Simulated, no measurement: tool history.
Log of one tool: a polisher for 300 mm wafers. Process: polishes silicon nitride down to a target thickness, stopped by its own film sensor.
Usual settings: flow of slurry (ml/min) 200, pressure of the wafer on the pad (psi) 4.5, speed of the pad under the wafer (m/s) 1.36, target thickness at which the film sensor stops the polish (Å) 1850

| run | hour | flow of slurry (ml/min) | pressure of the wafer on the pad (psi) | speed of the pad under the wafer (m/s) | target thickness at which the film sensor stops the polish (Å) | incoming thickness of the incoming film, nm | time until the film sensor stopped the polish (s) |
|---|---|---|---|---|---|---|---|
| 1 | 0 | 200 | 4.5 | 1.36 | 1850 | 444.8 | 97.4 |
|  | 8.3 | slurry nozzle cleaned |
| 2 | 28.2 | 160 | 4.5 | 1.36 | 1850 | 447.5 | 101.5 |
| 3 | 89.6 | 160 | 4.5 | 1.36 | 1850 | 447.1 | 101.4 |
| 4 | 119.6 | 160 | 4.5 | 1.36 | 1850 | 456.2 | 105.4 |
|  | 202 | head pressure recalibrated |
|  | 219 | worn pad replaced by a new one |
| 5 | 236 | 200 | 4.5 | 1.36 | 1850 | 444.4 | 103.8 |
| 6 | 354.4 | 200 | 4.5 | 1.36 | 1850 | 448.1 | 104.3 |
|  | 377.1 | slurry nozzle cleaned |
| 7 | 404.2 | 200 | 4.5 | 1.36 | 1850 | 450.8 | 103.8 |
| 8 | 436.9 | 200 | 4.5 | 1.36 | 1850 | 454.3 | 103.9 |
|  | 495.7 | worn pad replaced by a new one |
| 9 | 599.1 | 200 | 4.5 | 1.36 | 1850 | 460.3 | 105.4 |
| 10 | 667.7 | 200 | 4.5 | 1.36 | 1850 | 453.7 | 102.9 |
| 11 | 710.5 | 200 | 4.5 | 1.36 | 1850 | 452.9 | 100.3 |
|  | 818 | slurry nozzle cleaned |
|  | 836.9 | worn pad replaced by a new one |
| 12 | 902.9 | 170 | 5.1 | 0.92 | 1310 | 450 | 144.4 |
| 13 | 973.4 | 200 | 4.5 | 1.16 | 1850 | 453.4 | 108.1 |
|  | 1083.9 | head pressure recalibrated |
| 14 | 1174.6 | 260 | 4.5 | 1.66 | 1850 | 450.8 | 85.6 |
|  | 1188.7 | worn pad replaced by a new one |
| 15 | 1203.5 | 225 | 4.5 | 1.54 | 1850 | 445.8 | 90.3 |
| 16 | 1227.9 | 200 | 4.5 | 1.36 | 1850 | 447.4 | 103.2 |
|  | 1250.5 | slurry nozzle cleaned |
| 17 | 1288.1 | 200 | 3.7 | 1.16 | 2170 | 445.3 | 123.2 |
| 18 | 1326.5 | 200 | 4.5 | 1.36 | 1850 | 448.2 | 101.9 |
| 19 | 1393.3 | 260 | 4.5 | 1.66 | 1850 | 454.5 | 83.3 |
| 20 | 1448.5 | 200 | 4.5 | 1.36 | 1850 | 453.5 | 101.7 |
| 21 | 1510.5 | 200 | 4.5 | 1.36 | 1420 | 440.8 | 113.4 |
|  | 1534.7 | worn pad replaced by a new one |
| 22 | 1575.9 | 200 | 4 | 1.36 | 1850 | 450 | 110.1 |

5 ways to go on from here, each from the tool as it stands after run 22. What would each give?
| A | 1576.4 | 200 | 4.5 | 1.36 | 1850 | 449.1 | ? |
| B | 1576.4 | 200 | 3.2 | 1.7 | 2340 | 449.1 | ? |
| C | 1576.4 | 200 | 4.5 | 0.9 | 1850 | 449.1 | ? |
| D | 1576.4 | 255 | 5.6 | 1.36 | 1160 | 449.1 | ? |
| E | 1576.4 | 160 | 5.6 | 1 | 2450 | 449.1 | ? |

| run | time until the film sensor stopped the polish (s) |
|---|---|
| A | 99.1 |
| B | 94.9 |
| C | 137.8 |
| D | 97.4 |
| E | 81.6 |
Without the tool's hidden state the same runs would have given:
| run | time until the film sensor stopped the polish (s) |
|---|---|
| A | 102.4 |
| B | 98.1 |
| C | 142.5 |
| D | 100.7 |
| E | 84.4 |
